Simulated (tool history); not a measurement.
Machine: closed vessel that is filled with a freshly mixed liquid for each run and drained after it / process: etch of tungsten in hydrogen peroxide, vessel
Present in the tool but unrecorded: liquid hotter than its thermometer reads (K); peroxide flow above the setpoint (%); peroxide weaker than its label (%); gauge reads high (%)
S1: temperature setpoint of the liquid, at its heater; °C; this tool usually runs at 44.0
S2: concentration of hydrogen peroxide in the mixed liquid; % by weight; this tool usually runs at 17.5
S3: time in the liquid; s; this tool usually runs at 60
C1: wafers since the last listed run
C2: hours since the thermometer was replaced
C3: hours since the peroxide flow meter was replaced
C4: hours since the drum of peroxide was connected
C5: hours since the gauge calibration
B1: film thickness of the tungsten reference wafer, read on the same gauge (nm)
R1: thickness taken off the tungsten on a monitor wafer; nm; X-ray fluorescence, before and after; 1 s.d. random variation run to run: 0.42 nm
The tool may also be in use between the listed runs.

Run 1, day 0.000: usual settings but S1 49.5 °C; C1 0; C2 1725.6; C3 1351.0; C4 34.9; C5 1202.4; B1 130.00. Result: R1 163.09 nm.
Run 2, day 2.371: usual settings but S1 49.5 °C; C1 5463; C2 1782.5; C3 1407.9; C4 91.8; C5 1259.3; B1 130.00. Result: R1 164.37 nm.
Run 3, day 3.746: usual settings; C1 3168; C2 1815.5; C3 1440.9; C4 124.8; C5 1292.3; B1 130.01. Result: R1 116.18 nm.
Run 4, day 5.758: usual settings but S2 19.5 % by weight; C1 4637; C2 1863.8; C3 1489.2; C4 173.1; C5 1340.6; B1 129.99. Result: R1 122.22 nm.
Run 5, day 8.558: usual settings but S2 19.5 % by weight; C1 6452; C2 1931.0; C3 1556.4; C4 240.3; C5 1407.8; B1 130.00. Result: R1 121.97 nm.
Run 6, day 10.358: usual settings but S2 15.0 % by weight; C1 4147; C2 1974.2; C3 1599.6; C4 283.5; C5 1451.0; B1 129.99. Result: R1 107.16 nm.
Run 7, day 11.750: usual settings but S1 48.0 °C, S2 13.5 % by weight; C1 3206; C2 2007.6; C3 1633.0; C4 316.9; C5 1484.4; B1 130.01. Result: R1 130.45 nm.
Run 8, day 13.150: usual settings but S1 48.0 °C, S2 13.5 % by weight; C1 3226; C2 2041.2; C3 1666.6; C4 350.5; C5 1518.0; B1 129.99. Result: R1 129.28 nm.
Run 9, day 15.233: usual settings but S1 48.0 °C, S2 13.5 % by weight; C1 4800; C2 2091.2; C3 1716.6; C4 400.5; C5 1568.0; B1 130.01. Result: R1 128.94 nm.
Run 10, day 16.700: usual settings; C1 3379; C2 2126.4; C3 1751.8; C4 435.7; C5 1603.2; B1 130.00. Result: R1 115.07 nm.
Run 11, day 18.042: usual settings; C1 3091; C2 2158.6; C3 1784.0; C4 467.9; C5 1635.4; B1 130.00. Result: R1 114.21 nm.
At day 19.879: gauge calibrated.
Run 12, day 20.171: usual settings but S1 48.5 °C, S2 22.5 % by weight, S3 75 s; C1 4906; C2 2209.7; C3 1835.1; C4 519.0; C5 7.0; B1 130.01. Result: R1 214.75 nm.
Run 13, day 23.346: usual settings but S1 34.5 °C, S2 19.0 % by weight, S3 35 s; C1 7316; C2 2285.9; C3 1911.3; C4 595.2; C5 83.2; B1 129.99. Result: R1 37.34 nm.
Run 14, day 25.608: usual settings but S1 40.5 °C, S2 19.5 % by weight, S3 30 s; C1 5213; C2 2340.2; C3 1965.6; C4 649.5; C5 137.5; B1 129.99. Result: R1 47.88 nm.
Run 15, day 26.629: usual settings but S1 53.0 °C, S2 21.5 % by weight, S3 50 s; C1 2352; C2 2364.7; C3 1990.1; C4 674.0; C5 162.0; B1 129.99. Result: R1 183.22 nm.
Run 16, day 29.038: usual settings; C1 5549; C2 2422.5; C3 2047.9; C4 731.8; C5 219.8; B1 129.99. Result: R1 113.68 nm.
At day 29.642: peroxide flow meter replaced.
Run 17, day 30.350: usual settings but S1 52.5 °C, S3 80 s; C1 2928; C2 2454.0; C3 17.0; C4 763.3; C5 251.3; B1 130.02. Result: R1 255.58 nm.
At day 30.558: new drum of peroxide connected.
Run 18, day 32.900: usual settings but S1 39.0 °C, S3 45 s; C1 5780; C2 2515.2; C3 78.2; C4 56.2; C5 312.5; B1 129.98. Result: R1 63.20 nm.
At day 34.562: thermometer replaced.
Run 19, day 35.096: usual settings; C1 4963; C2 12.8; C3 130.9; C4 108.9; C5 365.2; B1 129.99. Result: R1 116.86 nm.
Run 20, day 37.554: usual settings but S2 19.5 % by weight, S3 35 s; C1 5664; C2 71.8; C3 189.9; C4 167.9; C5 424.2; B1 129.98. Result: R1 71.22 nm.
Run 21, day 39.008: usual settings but S1 47.5 °C, S2 15.0 % by weight, S3 70 s; C1 3350; C2 106.7; C3 224.8; C4 202.8; C5 459.1; B1 129.99. Result: R1 156.13 nm.
Run 22, day 41.454: usual settings but S2 15.5 % by weight, S3 40 s; C1 5635; C2 165.4; C3 283.5; C4 261.5; C5 517.8; B1 130.00. Result: R1 72.53 nm.
Run 23, day 44.021: usual settings but S1 51.5 °C, S2 15.0 % by weight, S3 40 s; C1 5914; C2 227.0; C3 345.1; C4 323.1; C5 579.4; B1 130.01. Result: R1 112.62 nm.
Run 24, day 46.496: usual settings; C1 5703; C2 286.4; C3 404.5; C4 382.5; C5 638.8; B1 130.00. Result: R1 114.60 nm.
Run 25, day 47.629: usual settings but S1 46.5 °C, S2 15.5 % by weight, S3 95 s; C1 2611; C2 313.6; C3 431.7; C4 409.7; C5 666.0; B1 129.99. Result: R1 199.90 nm.
Run 26, day 49.871: usual settings but S1 36.5 °C, S2 21.0 % by weight, S3 90 s; C1 5165; C2 367.4; C3 485.5; C4 463.5; C5 719.8; B1 130.00. Result: R1 115.84 nm.
Run 27, day 52.404: usual settings but S1 47.5 °C, S3 50 s; C1 5837; C2 428.2; C3 546.3; C4 524.3; C5 780.6; B1 129.98. Result: R1 118.88 nm.
Run 28, day 54.400: usual settings but S1 50.5 °C, S3 50 s; C1 4599; C2 476.1; C3 594.2; C4 572.2; C5 828.5; B1 130.00. Result: R1 143.15 nm.
Run 29, day 56.833: usual settings but S1 39.5 °C, S3 30 s; C1 5607; C2 534.5; C3 652.6; C4 630.6; C5 886.9; B1 130.00. Result: R1 42.90 nm.

What differs in the tool's unlogged condition from the final listed run ahead of each entry between runs to the first listed run following it?
Runs 11 to 12: gauge calibrated (day 19.879)
  peroxide weaker than its label (%): 3.69 -> 4.04
  difference, measured minus the result without the unlogged condition, R1: -2.17 -> -4.48 nm
Runs 16 to 17: peroxide flow meter replaced (day 29.642)
  peroxide weaker than its label (%): 5.51 -> 5.72
  difference, measured minus the result without the unlogged condition, R1: -3.27 -> -7.65 nm
Runs 17 to 18: new drum of peroxide connected (day 30.558)
  peroxide weaker than its label (%): 5.72 -> 0.506
  difference, measured minus the result without the unlogged condition, R1: -7.65 -> -0.16 nm
Runs 18 to 19: thermometer replaced (day 34.562)
  peroxide weaker than its label (%): 0.506 -> 0.868
  difference, measured minus the result without the unlogged condition, R1: -0.16 -> -0.51 nm
